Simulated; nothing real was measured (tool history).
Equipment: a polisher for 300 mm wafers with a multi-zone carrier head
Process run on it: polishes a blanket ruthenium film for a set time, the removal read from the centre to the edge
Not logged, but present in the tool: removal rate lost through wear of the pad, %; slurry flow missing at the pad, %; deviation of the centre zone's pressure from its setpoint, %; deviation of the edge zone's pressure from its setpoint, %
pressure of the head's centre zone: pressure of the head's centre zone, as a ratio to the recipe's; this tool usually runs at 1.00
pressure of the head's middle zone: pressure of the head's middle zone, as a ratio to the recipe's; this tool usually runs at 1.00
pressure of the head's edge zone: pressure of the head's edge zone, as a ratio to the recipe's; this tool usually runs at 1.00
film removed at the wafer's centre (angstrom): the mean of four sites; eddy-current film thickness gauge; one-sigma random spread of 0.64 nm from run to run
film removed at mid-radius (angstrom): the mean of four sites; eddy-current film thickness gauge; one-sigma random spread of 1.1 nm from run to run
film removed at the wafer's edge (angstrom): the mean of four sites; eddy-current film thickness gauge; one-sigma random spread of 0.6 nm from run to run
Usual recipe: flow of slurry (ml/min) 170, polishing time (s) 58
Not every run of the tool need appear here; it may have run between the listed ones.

run	hour	flow of slurry (ml/min)	pressure of the head's centre zone	pressure of the head's middle zone	pressure of the head's edge zone	polishing time (s)	wafers since the last listed run	wafers polished on this pad	hours since the slurry nozzle was cleaned	hours since the centre zone pressure was calibrated	hours since the edge zone pressure was calibrated	hours since the carrier head's membrane was replaced	incoming thickness of the incoming film, nm	film removed at the wafer's centre (angstrom)	film removed at mid-radius (angstrom)	film removed at the wafer's edge (angstrom)
1	0.0	170	1.00	1.00	1.00	58	0	2027	267.6	551.4	237.5	489.1	561.1	736	727	728
2	36.3	170	1.00	1.00	1.00	58	317	2344	303.9	587.7	273.8	525.4	574.7	731	747	729
3	75.1	170	1.00	1.00	1.00	58	338	2682	342.7	626.5	312.6	564.2	579.0	735	730	722
4	140.8	170	1.00	1.00	1.00	58	573	3256	408.4	692.2	378.3	629.9	569.1	726	717	724
# hour 162.0: centre zone pressure recalibrated
5	203.6	115	1.00	1.00	1.00	58	530	3787	471.2	41.6	441.1	692.7	563.5	641	649	678
# hour 223.7: slurry nozzle cleaned
# hour 225.2: worn pad replaced by a new one
6	240.2	140	1.08	1.07	1.03	58	297	131	16.5	78.2	477.7	729.3	567.3	796	769	732
7	272.7	115	1.00	1.00	1.00	58	283	414	49.0	110.7	510.2	761.8	562.7	695	683	703
# hour 301.1: edge zone pressure recalibrated
8	301.9	170	1.00	1.10	1.10	58	237	652	78.2	139.9	0.8	791.0	567.3	745	812	768
9	367.5	170	1.08	0.95	0.93	73	572	1225	143.8	205.5	66.4	856.6	574.3	999	872	891
10	412.6	170	1.08	0.95	0.93	73	393	1619	188.9	250.6	111.5	901.7	572.7	987	888	888
11	468.9	145	1.00	0.96	0.92	52	491	2110	245.2	306.9	167.8	958.0	558.9	636	594	623
# hour 484.8: carrier head's membrane replaced by a new one
12	500.3	170	1.00	0.90	1.00	58	230	2341	276.6	338.3	199.2	15.5	576.4	730	667	724
13	556.1	205	0.92	1.00	1.00	58	487	2828	332.4	394.1	255.0	71.3	578.9	703	760	741
14	608.1	170	1.00	1.00	1.04	41	454	3282	384.4	446.1	307.0	123.3	578.3	506	510	524
# hour 628.5: slurry nozzle cleaned
15	664.9	215	0.88	1.00	1.00	58	487	3770	36.4	502.9	363.8	180.1	568.7	709	758	765
# hour 679.8: worn pad replaced by a new one
16	718.0	170	1.00	1.00	1.00	49	428	333	89.5	556.0	416.9	233.2	562.7	639	634	629

What does the tool deliver on the next run?
17	762.1	190	1.00	1.10	0.96	58	385	718	133.6	600.1	461.0	277.3	569.9	?	?	?

For run 17 the tool returned film removed at the wafer's centre (angstrom) 758, film removed at mid-radius (angstrom) 830, film removed at the wafer's edge (angstrom) 741.
Minus the tool's unlogged condition, the same run would have read film removed at the wafer's centre (angstrom) 785, film removed at mid-radius (angstrom) 856, film removed at the wafer's edge (angstrom) 758.
